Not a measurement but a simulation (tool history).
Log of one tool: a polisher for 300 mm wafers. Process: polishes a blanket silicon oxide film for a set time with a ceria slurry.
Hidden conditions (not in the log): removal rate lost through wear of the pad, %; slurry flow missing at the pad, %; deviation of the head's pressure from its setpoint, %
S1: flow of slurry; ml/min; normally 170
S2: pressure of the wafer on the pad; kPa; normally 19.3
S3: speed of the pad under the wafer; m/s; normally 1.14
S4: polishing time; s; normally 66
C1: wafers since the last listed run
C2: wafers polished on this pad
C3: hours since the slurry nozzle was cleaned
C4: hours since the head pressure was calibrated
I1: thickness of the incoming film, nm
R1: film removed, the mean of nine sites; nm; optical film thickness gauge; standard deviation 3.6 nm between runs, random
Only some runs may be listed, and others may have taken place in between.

run	hour	S1	S2	S3	S4	C1	C2	C3	C4	I1	R1
1	0.0	155	19.3	1.14	60	0	2410	113.1	725.3	813.9	283.3
# hour 47.1: worn pad replaced by a new one
2	70.6	170	19.3	1.14	54	702	247	183.7	795.9	825.5	273.8
# hour 87.7: head pressure recalibrated
3	127.0	170	19.3	1.14	54	573	821	240.1	39.3	795.2	265.2
4	170.2	170	19.3	1.14	58	455	1276	283.3	82.5	819.4	288.3
# hour 194.0: slurry nozzle cleaned
5	234.9	170	19.3	1.14	66	671	1948	40.9	147.2	816.8	325.4
6	297.8	170	15.9	1.02	66	663	2611	103.8	210.1	808.6	229.9
# hour 359.7: worn pad replaced by a new one
7	366.4	170	15.9	1.02	66	681	70	172.4	278.7	800.6	217.5
8	390.9	170	19.3	1.14	66	258	328	196.9	303.2	807.3	298.3
9	536.5	170	19.3	1.14	66	1535	1864	342.5	448.8	801.8	292.2
# hour 550.5: slurry nozzle cleaned
10	564.0	170	19.3	1.14	66	279	2143	13.5	476.3	823.5	279.7
# hour 575.2: worn pad replaced by a new one, repeated, since the last time left the tool worse
11	752.3	170	19.3	1.14	76	1943	1867	201.8	664.6	806.1	367.5
12	800.1	210	23.4	1.14	66	504	2371	249.6	712.4	805.5	402.8
13	844.6	210	23.4	1.14	66	469	2840	294.1	756.9	804.1	396.5
14	896.7	170	19.3	1.14	66	549	3390	346.2	809.0	809.6	310.5
# hour 902.3: head pressure recalibrated
# hour 903.7: slurry nozzle cleaned
# hour 908.1: worn pad replaced by a new one
15	925.2	170	19.3	0.74	66	226	180	21.5	22.9	812.0	217.0
16	972.4	170	19.3	1.14	66	497	677	68.7	70.1	807.0	327.3
17	1014.2	170	13.8	1.14	44	440	1118	110.5	111.9	804.7	152.3
18	1064.7	170	15.9	1.14	48	532	1651	161.0	162.4	803.8	192.5
19	1120.6	170	21.4	1.14	66	589	2240	216.9	218.3	813.0	351.5
20	1172.4	120	19.3	1.46	66	546	2787	268.7	270.1	801.7	372.3
# hour 1185.6: slurry nozzle cleaned
# hour 1201.6: worn pad replaced by a new one
21	1232.6	150	19.3	1.14	66	582	326	47.0	330.3	806.9	324.8
22	1257.5	230	25.5	1.30	55	262	589	71.9	355.2	802.0	432.2
23	1325.8	170	24.8	1.14	66	720	1309	140.2	423.5	809.8	417.1
24	1360.6	170	19.3	1.26	66	366	1676	175.0	458.3	810.0	359.0
25	1472.0	170	15.2	1.14	79	1174	2851	286.4	569.7	812.8	294.5
# hour 1494.2: worn pad replaced by a new one
# hour 1514.0: slurry nozzle cleaned
26	1535.8	170	19.3	1.14	66	620	427	21.8	633.5	806.9	327.3
27	1570.6	185	19.3	1.14	53	366	794	56.6	668.3	812.9	271.2

Below are 3 alternative next runs, each starting from the tool's condition after run 27. Predict each:
A	1571.1	170	19.3	1.14	80	5	799	57.1	668.8	803.9	?
B	1571.1	135	19.3	0.98	88	5	799	57.1	668.8	803.9	?
C	1571.1	170	25.5	0.90	66	5	799	57.1	668.8	803.9	?

run	R1
A	395.4
B	360.3
C	340.3
Without the tool's hidden state the same runs would have given:
run	R1
A	404.8
B	368.8
C	348.4
